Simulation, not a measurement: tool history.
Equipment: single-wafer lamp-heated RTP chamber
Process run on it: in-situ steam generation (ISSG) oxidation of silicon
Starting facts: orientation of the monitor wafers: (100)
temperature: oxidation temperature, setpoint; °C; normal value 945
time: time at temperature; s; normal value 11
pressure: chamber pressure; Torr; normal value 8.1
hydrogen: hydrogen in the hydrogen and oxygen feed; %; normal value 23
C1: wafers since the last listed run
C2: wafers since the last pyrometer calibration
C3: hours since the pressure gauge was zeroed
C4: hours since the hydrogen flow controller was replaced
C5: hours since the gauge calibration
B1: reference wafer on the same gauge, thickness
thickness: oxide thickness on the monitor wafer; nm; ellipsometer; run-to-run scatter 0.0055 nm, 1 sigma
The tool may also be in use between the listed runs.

Run 1, hour 0.0: usual settings; C1 0; C2 3223; C3 5034.8; C4 2144.9; C5 143.7; B1 3.679. Result: thickness 3.720 nm.
Run 2, hour 22.2: usual settings; C1 272; C2 3496; C3 5057.0; C4 2167.1; C5 165.9; B1 3.680. Result: thickness 3.725 nm.
Run 3, hour 39.8: usual settings; C1 216; C2 3712; C3 5074.6; C4 2184.7; C5 183.5; B1 3.681. Result: thickness 3.733 nm.
Run 4, hour 52.6: usual settings; C1 157; C2 3869; C3 5087.4; C4 2197.5; C5 196.3; B1 3.680. Result: thickness 3.721 nm.
Run 5, hour 70.6: usual settings but time 14 s; C1 220; C2 4090; C3 5105.4; C4 2215.5; C5 214.3; B1 3.680. Result: thickness 4.073 nm.
Run 6, hour 101.6: usual settings but time 14 s; C1 380; C2 4470; C3 5136.4; C4 2246.5; C5 245.3; B1 3.682. Result: thickness 4.073 nm.
Run 7, hour 129.9: usual settings; C1 347; C2 4818; C3 5164.7; C4 2274.8; C5 273.6; B1 3.679. Result: thickness 3.735 nm.
Run 8, hour 162.1: usual settings but pressure 7.2 Torr; C1 395; C2 5213; C3 5196.9; C4 2307.0; C5 305.8; B1 3.679. Result: thickness 3.726 nm.
At hour 237.6: pyrometer window cleaned and pyrometer calibrated.
At hour 240.4: hydrogen flow controller replaced.
Run 9, hour 240.9: usual settings but pressure 7.2 Torr; C1 834; C2 6; C3 5275.7; C4 0.5; C5 384.6; B1 3.681. Result: thickness 3.699 nm.
Run 10, hour 275.4: usual settings but temperature 935 °C; C1 423; C2 429; C3 5310.2; C4 35.0; C5 419.1; B1 3.682. Result: thickness 3.621 nm.
Run 11, hour 302.8: usual settings; C1 336; C2 765; C3 5337.6; C4 62.4; C5 446.5; B1 3.680. Result: thickness 3.709 nm.
Run 12, hour 326.9: usual settings but temperature 957 °C, pressure 6.9 Torr, hydrogen 18 %; C1 295; C2 1061; C3 5361.7; C4 86.5; C5 470.6; B1 3.679. Result: thickness 3.571 nm.
At hour 327.7: gauge calibrated.
Run 13, hour 348.2: usual settings; C1 261; C2 1323; C3 5383.0; C4 107.8; C5 20.5; B1 3.680. Result: thickness 3.705 nm.
Run 14, hour 376.4: usual settings but pressure 7.0 Torr; C1 346; C2 1669; C3 5411.2; C4 136.0; C5 48.7; B1 3.679. Result: thickness 3.703 nm.
Run 15, hour 402.4: usual settings; C1 319; C2 1988; C3 5437.2; C4 162.0; C5 74.7; B1 3.681. Result: thickness 3.713 nm.
Run 16, hour 427.5: usual settings but temperature 963 °C, time 9 s, hydrogen 20 %; C1 308; C2 2296; C3 5462.3; C4 187.1; C5 99.8; B1 3.681. Result: thickness 3.472 nm.
At hour 490.8: pressure gauge zeroed.
Run 17, hour 503.3: usual settings but hydrogen 17 %; C1 832; C2 3128; C3 12.5; C4 262.9; C5 175.6; B1 3.681. Result: thickness 3.450 nm.
Run 18, hour 530.3: usual settings but time 7 s; C1 331; C2 3460; C3 39.5; C4 289.9; C5 202.6; B1 3.680. Result: thickness 3.176 nm.
Run 19, hour 543.6: usual settings; C1 163; C2 3623; C3 52.8; C4 303.2; C5 215.9; B1 3.679. Result: thickness 3.737 nm.
Run 20, hour 576.9: usual settings but temperature 939 °C, hydrogen 19 %; C1 408; C2 4032; C3 86.1; C4 336.5; C5 249.2; B1 3.682. Result: thickness 3.506 nm.
Run 21, hour 593.5: usual settings but pressure 7.7 Torr, hydrogen 14 %; C1 203; C2 4235; C3 102.7; C4 353.1; C5 265.8; B1 3.680. Result: thickness 3.306 nm.
Run 22, hour 625.2: usual settings but pressure 9.3 Torr, hydrogen 30 %; C1 389; C2 4624; C3 134.4; C4 384.8; C5 297.5; B1 3.681. Result: thickness 3.943 nm.

Predict each of these 3 candidate next runs independently; none follows another, all start after run 22:
Run A, hour 625.6: usual settings but temperature 952 °C; C1 4; C2 4629; C3 134.8; C4 385.2; C5 297.9; B1 ?. Result: thickness ?.
Run B, hour 625.6: usual settings but time 14 s, pressure 6.9 Torr, hydrogen 20 %; C1 4; C2 4629; C3 134.8; C4 385.2; C5 297.9; B1 ?. Result: thickness ?.
Run C, hour 625.6: usual settings but temperature 926 °C, time 13 s, pressure 6.9 Torr, hydrogen 16 %; C1 4; C2 4629; C3 134.8; C4 385.2; C5 297.9; B1 ?. Result: thickness ?.

run     B1  thickness
  A  3.678      3.796
  B  3.678      3.920
  C  3.678      3.449
Had the tool no hidden state, the same runs would have come out as:
run  thickness
  A      3.750
  B      3.870
  C      3.411
